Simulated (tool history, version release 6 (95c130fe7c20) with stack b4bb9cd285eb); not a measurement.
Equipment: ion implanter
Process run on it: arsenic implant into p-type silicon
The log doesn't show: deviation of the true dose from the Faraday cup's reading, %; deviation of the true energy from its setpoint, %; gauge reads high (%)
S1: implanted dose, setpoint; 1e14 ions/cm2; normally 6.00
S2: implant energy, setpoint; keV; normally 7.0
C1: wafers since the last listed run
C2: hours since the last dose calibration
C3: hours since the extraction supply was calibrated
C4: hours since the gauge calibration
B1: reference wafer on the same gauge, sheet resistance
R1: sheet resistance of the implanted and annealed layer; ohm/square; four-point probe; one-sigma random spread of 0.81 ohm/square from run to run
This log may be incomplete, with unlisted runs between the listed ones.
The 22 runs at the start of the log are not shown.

Run 23, hour 605.2: usual settings but S1 5.40 1e14 ions/cm2, S2 6.0 keV; C1 384; C2 121.5; C3 17.0; C4 80.1; B1 214.21. Result: R1 237.44 ohm/square.
Run 24, hour 628.9: usual settings; C1 551; C2 145.2; C3 40.7; C4 103.8; B1 214.02. Result: R1 221.00 ohm/square.
Run 25, hour 656.2: usual settings; C1 635; C2 172.5; C3 68.0; C4 131.1; B1 214.05. Result: R1 220.05 ohm/square.
Run 26, hour 675.1: usual settings but S1 4.80 1e14 ions/cm2, S2 5.0 keV; C1 440; C2 191.4; C3 86.9; C4 150.0; B1 213.92. Result: R1 265.81 ohm/square.
Run 27, hour 695.5: usual settings but S1 4.34 1e14 ions/cm2, S2 5.5 keV; C1 474; C2 211.8; C3 107.3; C4 170.4; B1 213.86. Result: R1 275.58 ohm/square.
Run 28, hour 718.8: usual settings but S2 8.5 keV; C1 542; C2 235.1; C3 130.6; C4 193.7; B1 213.93. Result: R1 211.21 ohm/square.
Run 29, hour 737.2: usual settings but S1 4.27 1e14 ions/cm2, S2 6.5 keV; C1 428; C2 253.5; C3 149.0; C4 212.1; B1 214.08. Result: R1 269.83 ohm/square.
Run 30, hour 773.0: usual settings but S1 4.86 1e14 ions/cm2; C1 833; C2 289.3; C3 184.8; C4 247.9; B1 213.98. Result: R1 245.87 ohm/square.
Run 31, hour 800.2: usual settings; C1 633; C2 316.5; C3 212.0; C4 275.1; B1 214.10. Result: R1 222.30 ohm/square.
Run 32, hour 813.8: usual settings but S1 4.71 1e14 ions/cm2, S2 9.0 keV; C1 316; C2 330.1; C3 225.6; C4 288.7; B1 213.90. Result: R1 240.32 ohm/square.
Run 33, hour 903.7: usual settings; C1 2092; C2 420.0; C3 315.5; C4 378.6; B1 213.91. Result: R1 221.93 ohm/square.
Run 34, hour 925.9: usual settings; C1 516; C2 442.2; C3 337.7; C4 400.8; B1 214.01. Result: R1 220.55 ohm/square.
Run 35, hour 949.7: usual settings but S1 7.79 1e14 ions/cm2; C1 554; C2 466.0; C3 361.5; C4 424.6; B1 213.95. Result: R1 202.32 ohm/square.

Predict each of these 4 candidate next runs independently; none follows another, all start after run 35:
Run A, hour 950.1: usual settings but S1 6.75 1e14 ions/cm2; C1 9; C2 466.4; C3 361.9; C4 425.0; B1 ?. Result: R1 ?.
Run B, hour 950.1: usual settings but S1 4.63 1e14 ions/cm2, S2 9.0 keV; C1 9; C2 466.4; C3 361.9; C4 425.0; B1 ?. Result: R1 ?.
Run C, hour 950.1: usual settings but S1 7.14 1e14 ions/cm2, S2 9.0 keV; C1 9; C2 466.4; C3 361.9; C4 425.0; B1 ?. Result: R1 ?.
Run D, hour 950.1: usual settings but S2 5.5 keV; C1 9; C2 466.4; C3 361.9; C4 425.0; B1 ?. Result: R1 ?.

run      B1      R1
  A  214.09  211.14
  B  214.09  243.63
  C  214.09  195.84
  D  214.09  234.07
With the hidden condition removed and each run's random variation left untouched, the same runs would have given:
run      R1
  A  208.72
  B  238.44
  C  193.58
  D  230.91
